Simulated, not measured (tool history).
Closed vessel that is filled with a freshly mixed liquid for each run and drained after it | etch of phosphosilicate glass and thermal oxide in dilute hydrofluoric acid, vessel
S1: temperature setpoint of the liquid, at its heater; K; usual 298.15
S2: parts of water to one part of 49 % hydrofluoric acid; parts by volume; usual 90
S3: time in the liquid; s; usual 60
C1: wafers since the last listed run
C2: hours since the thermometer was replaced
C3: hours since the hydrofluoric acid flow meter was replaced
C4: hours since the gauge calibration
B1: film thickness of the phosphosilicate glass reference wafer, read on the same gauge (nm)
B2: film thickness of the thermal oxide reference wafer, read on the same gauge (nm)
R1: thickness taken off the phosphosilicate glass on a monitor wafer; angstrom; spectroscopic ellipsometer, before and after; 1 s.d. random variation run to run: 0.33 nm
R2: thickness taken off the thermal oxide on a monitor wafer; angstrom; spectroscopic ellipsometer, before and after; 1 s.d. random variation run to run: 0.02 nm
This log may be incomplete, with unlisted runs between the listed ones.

Run 1, day 0: usual settings; C1 0; C2 1111.4; C3 596.6; C4 762.9; B1 40; B2 89.998. Result: R1 420.3 angstrom, R2 32.12 angstrom.
Run 2, day 2.996: usual settings; C1 7155; C2 1183.3; C3 668.5; C4 834.8; B1 39.97; B2 90.001. Result: R1 428.5 angstrom, R2 32.33 angstrom.
Run 3, day 7.317: usual settings; C1 10320; C2 1287; C3 772.2; C4 938.5; B1 39.98; B2 90.011. Result: R1 420.3 angstrom, R2 32.17 angstrom.
Run 4, day 10.717: usual settings but S2 55 parts by volume; C1 8121; C2 1368.6; C3 853.8; C4 1020.1; B1 40.02; B2 89.989. Result: R1 723.4 angstrom, R2 54.8 angstrom.
Run 5, day 15.1: usual settings but S2 55 parts by volume; C1 10469; C2 1473.8; C3 959; C4 1125.3; B1 39.98; B2 89.994. Result: R1 727.5 angstrom, R2 55.49 angstrom.
Run 6, day 18.975: usual settings; C1 9255; C2 1566.8; C3 1052; C4 1218.3; B1 40; B2 90.017. Result: R1 419.9 angstrom, R2 32.34 angstrom.
At day 20.204: gauge calibrated.
Run 7, day 22.692: usual settings but S1 296.65 K, S3 80 s; C1 8877; C2 1656; C3 1141.2; C4 59.7; B1 40.02; B2 89.998. Result: R1 527.2 angstrom, R2 40.64 angstrom.
Run 8, day 27.071: usual settings but S1 296.65 K, S3 80 s; C1 10460; C2 1761.1; C3 1246.3; C4 164.8; B1 40; B2 90.012. Result: R1 535.4 angstrom, R2 41.28 angstrom.
Run 9, day 31.2: usual settings but S1 296.65 K, S3 80 s; C1 9862; C2 1860.2; C3 1345.4; C4 263.9; B1 39.99; B2 89.983. Result: R1 531.6 angstrom, R2 40.39 angstrom.
Run 10, day 33.075: usual settings but S1 301.15 K; C1 4478; C2 1905.2; C3 1390.4; C4 308.9; B1 40.04; B2 90.008. Result: R1 481.6 angstrom, R2 36.52 angstrom.
Run 11, day 35.283: usual settings; C1 5274; C2 1958.2; C3 1443.4; C4 361.9; B1 40; B2 89.974. Result: R1 426.7 angstrom, R2 32.64 angstrom.
Run 12, day 38.712: usual settings but S1 294.15 K, S2 125 parts by volume, S3 35 s; C1 8190; C2 2040.5; C3 1525.7; C4 444.2; B1 40; B2 89.989. Result: R1 146.9 angstrom, R2 11.11 angstrom.
Run 13, day 41.283: usual settings but S1 300.65 K, S2 50 parts by volume, S3 30 s; C1 6140; C2 2102.2; C3 1587.4; C4 505.9; B1 40; B2 90.014. Result: R1 445.6 angstrom, R2 33.77 angstrom.
At day 41.558: hydrofluoric acid flow meter replaced.
Run 14, day 43.312: usual settings but S1 296.65 K, S2 50 parts by volume; C1 4747; C2 2150.9; C3 42.1; C4 554.6; B1 39.99; B2 89.997. Result: R1 749 angstrom, R2 57.41 angstrom.
Run 15, day 45.142: usual settings but S2 55 parts by volume; C1 4369; C2 2194.8; C3 86; C4 598.5; B1 40.01; B2 90.022. Result: R1 717.8 angstrom, R2 55.58 angstrom.
At day 47.792: thermometer replaced.
Run 16, day 48.675: usual settings but S1 303.15 K, S3 75 s; C1 8340; C2 21.2; C3 170.8; C4 683.3; B1 40.01; B2 90.01. Result: R1 640.2 angstrom, R2 49.04 angstrom.
Run 17, day 51.129: usual settings but S1 300.65 K, S3 70 s; C1 5861; C2 80.1; C3 229.7; C4 742.2; B1 40.01; B2 89.992. Result: R1 550.3 angstrom, R2 41.81 angstrom.
Run 18, day 53.288: usual settings but S1 301.15 K, S2 65 parts by volume; C1 5155; C2 131.9; C3 281.5; C4 794; B1 40.01; B2 90.011. Result: R1 689.2 angstrom, R2 51.57 angstrom.
Run 19, day 57.492: usual settings but S1 296.65 K, S2 50 parts by volume, S3 30 s; C1 10042; C2 232.8; C3 382.4; C4 894.9; B1 40; B2 90.01. Result: R1 376.8 angstrom, R2 29.05 angstrom.
Run 20, day 59.1: usual settings; C1 3841; C2 271.4; C3 421; C4 933.5; B1 40; B2 89.965. Result: R1 420.9 angstrom, R2 32.2 angstrom.
Run 21, day 62.775: usual settings but S1 296.65 K, S3 40 s; C1 8778; C2 359.6; C3 509.2; C4 1021.7; B1 40.02; B2 89.965. Result: R1 262.9 angstrom, R2 20.33 angstrom.

Consider 5 possible next runs. They are alternatives, not a sequence: every one starts from the tool as it was left by run 21. What does each give?
Run A, day 62.804: usual settings but S3 40 s; C1 69; C2 360.3; C3 509.9; C4 1022.4; B1 ?; B2 ?. Result: R1 ?, R2 ?.
Run B, day 62.804: usual settings but S1 301.15 K, S2 115 parts by volume, S3 80 s; C1 69; C2 360.3; C3 509.9; C4 1022.4; B1 ?; B2 ?. Result: R1 ?, R2 ?.
Run C, day 62.804: usual settings but S2 50 parts by volume; C1 69; C2 360.3; C3 509.9; C4 1022.4; B1 ?; B2 ?. Result: R1 ?, R2 ?.
Run D, day 62.804: usual settings but S1 299.65 K; C1 69; C2 360.3; C3 509.9; C4 1022.4; B1 ?; B2 ?. Result: R1 ?, R2 ?.
Run E, day 62.804: usual settings but S2 120 parts by volume, S3 85 s; C1 69; C2 360.3; C3 509.9; C4 1022.4; B1 ?; B2 ?. Result: R1 ?, R2 ?.

run     B1  B2     R1     R2
  A  40.01  90  286.4  21.83
  B  40.01  90  487.3  37.14
  C  40.01  90  815.1  62.13
  D  40.01  90  455.6  34.73
  E  40.01  90  439.6  33.51
The same runs, with their run-to-run variation unchanged, on a tool lacking any hidden condition would have given:
run     R1     R2
  A  286.4  21.83
  B  487.3  37.14
  C  815.1  62.13
  D  455.6  34.73
  E  439.6  33.51

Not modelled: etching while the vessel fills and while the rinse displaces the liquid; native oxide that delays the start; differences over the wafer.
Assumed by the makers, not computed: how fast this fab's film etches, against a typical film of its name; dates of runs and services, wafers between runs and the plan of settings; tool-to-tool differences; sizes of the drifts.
